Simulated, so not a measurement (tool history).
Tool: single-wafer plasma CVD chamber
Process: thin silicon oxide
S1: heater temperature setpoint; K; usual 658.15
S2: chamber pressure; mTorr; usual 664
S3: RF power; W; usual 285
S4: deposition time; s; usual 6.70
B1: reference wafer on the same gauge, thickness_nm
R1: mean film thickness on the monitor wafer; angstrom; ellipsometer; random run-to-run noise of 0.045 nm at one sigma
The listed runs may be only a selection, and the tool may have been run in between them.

{"run": 1, "day": 0.0, "S1": 658.15, "S2": 664, "S3": 285, "S4": 7.1, "B1": 8.699, "R1": 99.97}
{"run": 2, "day": 1.283, "S1": 658.15, "S2": 664, "S3": 285, "S4": 7.1, "B1": 8.7, "R1": 99.0}
{"run": 3, "day": 2.154, "S1": 658.15, "S2": 664, "S3": 285, "S4": 6.7, "B1": 8.691, "R1": 92.97}
{"day": 3.717, "done": "RF generator calibrated"}
{"day": 6.104, "done": "gauge calibrated"}
{"run": 4, "day": 6.571, "S1": 658.15, "S2": 664, "S3": 285, "S4": 6.7, "B1": 8.689, "R1": 97.18}
{"run": 5, "day": 7.942, "S1": 658.15, "S2": 664, "S3": 285, "S4": 6.7, "B1": 8.703, "R1": 97.24}
{"run": 6, "day": 8.896, "S1": 658.15, "S2": 664, "S3": 285, "S4": 6.7, "B1": 8.697, "R1": 97.0}
{"run": 7, "day": 9.708, "S1": 658.15, "S2": 664, "S3": 245, "S4": 6.7, "B1": 8.707, "R1": 88.12}
{"run": 8, "day": 10.55, "S1": 658.15, "S2": 664, "S3": 245, "S4": 6.7, "B1": 8.707, "R1": 88.1}
{"run": 9, "day": 11.175, "S1": 658.15, "S2": 664, "S3": 245, "S4": 6.7, "B1": 8.703, "R1": 88.63}
{"day": 12.012, "done": "showerhead replaced"}
{"run": 10, "day": 12.05, "S1": 658.15, "S2": 664, "S3": 265, "S4": 6.37, "B1": 8.702, "R1": 87.57}
{"run": 11, "day": 13.062, "S1": 671.15, "S2": 664, "S3": 285, "S4": 6.7, "B1": 8.702, "R1": 95.31}
{"day": 14.708, "done": "capacitance manometer re-zeroed and calibrated"}
{"run": 12, "day": 14.729, "S1": 658.15, "S2": 664, "S3": 285, "S4": 6.7, "B1": 8.707, "R1": 104.92}
{"run": 13, "day": 18.112, "S1": 658.15, "S2": 514, "S3": 315, "S4": 7.33, "B1": 8.71, "R1": 92.74}
{"run": 14, "day": 19.1, "S1": 666.15, "S2": 664, "S3": 285, "S4": 7.57, "B1": 8.7, "R1": 115.58}
{"day": 20.625, "done": "thermocouple changed; heater temperature recalibrated"}
{"run": 15, "day": 20.646, "S1": 658.15, "S2": 664, "S3": 285, "S4": 6.7, "B1": 8.701, "R1": 103.15}
{"run": 16, "day": 21.375, "S1": 658.15, "S2": 664, "S3": 285, "S4": 7.1, "B1": 8.692, "R1": 108.59}
{"run": 17, "day": 21.958, "S1": 658.15, "S2": 664, "S3": 285, "S4": 6.7, "B1": 8.706, "R1": 102.84}

What does the tool deliver on the next run?
{"run": 18, "day": 22.975, "S1": 670.15, "S2": 664, "S3": 285, "S4": 5.45, "B1": "?", "R1": "?"}

Run 18 produced B1 8.693, R1 82.86 angstrom.
Take away the tool's hidden state, keep the run-to-run variation as it was, and the same run would have given R1 86.03 angstrom.

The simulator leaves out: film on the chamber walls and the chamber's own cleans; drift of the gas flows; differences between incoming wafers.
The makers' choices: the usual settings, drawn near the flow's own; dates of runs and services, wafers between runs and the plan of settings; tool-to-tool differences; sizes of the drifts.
